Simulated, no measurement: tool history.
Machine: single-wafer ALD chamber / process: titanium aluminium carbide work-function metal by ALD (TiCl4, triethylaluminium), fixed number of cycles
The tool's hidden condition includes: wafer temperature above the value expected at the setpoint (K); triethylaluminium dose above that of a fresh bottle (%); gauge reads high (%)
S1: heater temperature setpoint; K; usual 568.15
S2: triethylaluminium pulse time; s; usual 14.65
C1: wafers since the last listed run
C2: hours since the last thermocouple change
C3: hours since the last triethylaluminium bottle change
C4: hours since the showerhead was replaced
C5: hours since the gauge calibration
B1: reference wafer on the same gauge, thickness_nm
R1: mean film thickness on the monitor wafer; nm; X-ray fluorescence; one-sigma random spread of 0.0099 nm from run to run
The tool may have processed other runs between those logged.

| run | hour | S1 | S2 | C1 | C2 | C3 | C4 | C5 | B1 | R1 |
|---|---|---|---|---|---|---|---|---|---|---|
| 1 | 0.0 | 574.15 | 14.65 | 0 | 1318.8 | 1078.4 | 6051.0 | 1277.5 | 1.917 | 2.322 |
| 2 | 97.1 | 568.15 | 14.65 | 1127 | 1415.9 | 1175.5 | 6148.1 | 1374.6 | 1.921 | 2.260 |
|  | 200.9 | triethylaluminium bottle replaced |
| 3 | 201.4 | 568.15 | 10.17 | 1118 | 1520.2 | 0.5 | 6252.4 | 1478.9 | 1.917 | 2.150 |
| 4 | 286.4 | 568.15 | 10.17 | 987 | 1605.2 | 85.5 | 6337.4 | 1563.9 | 1.919 | 2.167 |
| 5 | 369.4 | 576.15 | 14.65 | 964 | 1688.2 | 168.5 | 6420.4 | 1646.9 | 1.922 | 2.351 |
| 6 | 440.4 | 576.15 | 14.65 | 824 | 1759.2 | 239.5 | 6491.4 | 1717.9 | 1.920 | 2.352 |
| 7 | 532.9 | 568.15 | 14.65 | 1074 | 1851.7 | 332.0 | 6583.9 | 1810.4 | 1.922 | 2.276 |
| 8 | 634.1 | 568.15 | 14.65 | 1175 | 1952.9 | 433.2 | 6685.1 | 1911.6 | 1.922 | 2.266 |
| 9 | 706.4 | 568.15 | 14.65 | 839 | 2025.2 | 505.5 | 6757.4 | 1983.9 | 1.924 | 2.266 |
| 10 | 759.6 | 563.15 | 14.65 | 617 | 2078.4 | 558.7 | 6810.6 | 2037.1 | 1.917 | 2.223 |
|  | 777.0 | showerhead replaced |
| 11 | 810.0 | 558.15 | 14.65 | 492 | 2128.8 | 609.1 | 33.0 | 2087.5 | 1.919 | 2.175 |
| 12 | 998.9 | 558.15 | 14.65 | 2194 | 2317.7 | 798.0 | 221.9 | 2276.4 | 1.923 | 2.162 |
| 13 | 1071.4 | 558.15 | 14.65 | 842 | 2390.2 | 870.5 | 294.4 | 2348.9 | 1.920 | 2.163 |
|  | 1076.9 | gauge calibrated |
| 14 | 1158.3 | 568.15 | 12.04 | 1009 | 2477.1 | 957.4 | 381.3 | 81.4 | 1.918 | 2.232 |
| 15 | 1210.1 | 568.15 | 14.65 | 601 | 2528.9 | 1009.2 | 433.1 | 133.2 | 1.922 | 2.284 |
|  | 1258.1 | thermocouple changed; heater temperature recalibrated |
| 16 | 1289.9 | 568.15 | 14.65 | 834 | 31.8 | 1089.0 | 512.9 | 213.0 | 1.924 | 2.247 |
| 17 | 1347.6 | 562.15 | 17.85 | 670 | 89.5 | 1146.7 | 570.6 | 270.7 | 1.920 | 2.181 |
| 18 | 1424.9 | 557.15 | 8.95 | 897 | 166.8 | 1224.0 | 647.9 | 348.0 | 1.919 | 1.894 |
| 19 | 1477.1 | 555.15 | 14.65 | 606 | 219.0 | 1276.2 | 700.1 | 400.2 | 1.922 | 2.099 |
| 20 | 1516.9 | 559.15 | 14.65 | 462 | 258.8 | 1316.0 | 739.9 | 440.0 | 1.923 | 2.154 |
| 21 | 1585.8 | 577.15 | 14.65 | 800 | 327.7 | 1384.9 | 808.8 | 508.9 | 1.921 | 2.352 |
| 22 | 1688.4 | 572.15 | 9.86 | 1191 | 430.3 | 1487.5 | 911.4 | 611.5 | 1.922 | 2.130 |
|  | 1730.9 | triethylaluminium bottle replaced |
| 23 | 1907.2 | 581.15 | 14.65 | 2448 | 649.1 | 176.3 | 1130.2 | 830.3 | 1.917 | 2.394 |
| 24 | 2015.1 | 568.15 | 14.65 | 1253 | 757.0 | 284.2 | 1238.1 | 938.2 | 1.922 | 2.250 |
| 25 | 2073.5 | 561.15 | 12.70 | 678 | 815.4 | 342.6 | 1296.5 | 996.6 | 1.918 | 2.178 |
| 26 | 2247.4 | 568.15 | 14.65 | 2020 | 989.3 | 516.5 | 1470.4 | 1170.5 | 1.921 | 2.276 |
| 27 | 2316.6 | 574.15 | 11.67 | 803 | 1058.5 | 585.7 | 1539.6 | 1239.7 | 1.918 | 2.292 |
| 28 | 2355.6 | 568.15 | 14.65 | 453 | 1097.5 | 624.7 | 1578.6 | 1278.7 | 1.922 | 2.285 |
| 29 | 2394.3 | 568.15 | 14.65 | 449 | 1136.2 | 663.4 | 1617.3 | 1317.4 | 1.921 | 2.284 |

Below, each run's measurement less what the same run would have read without the hidden state. Both values contain the same run-to-run variation, but the gauge's scatter may not be the same in both:
| run | R1 |
|---|---|
| 1 | +0.040 |
| 2 | +0.041 |
| 3 | +0.041 |
| 4 | +0.042 |
| 5 | +0.045 |
| 6 | +0.045 |
| 7 | +0.047 |
| 8 | +0.046 |
| 9 | +0.047 |
| 10 | +0.048 |
| 11 | +0.048 |
| 12 | +0.049 |
| 13 | +0.049 |
| 14 | +0.049 |
| 15 | +0.051 |
| 16 | +0.006 |
| 17 | +0.009 |
| 18 | +0.012 |
| 19 | +0.016 |
| 20 | +0.019 |
| 21 | +0.022 |
| 22 | +0.025 |
| 23 | +0.034 |
| 24 | +0.038 |
| 25 | +0.039 |
| 26 | +0.044 |
| 27 | +0.044 |
| 28 | +0.046 |
| 29 | +0.047 |
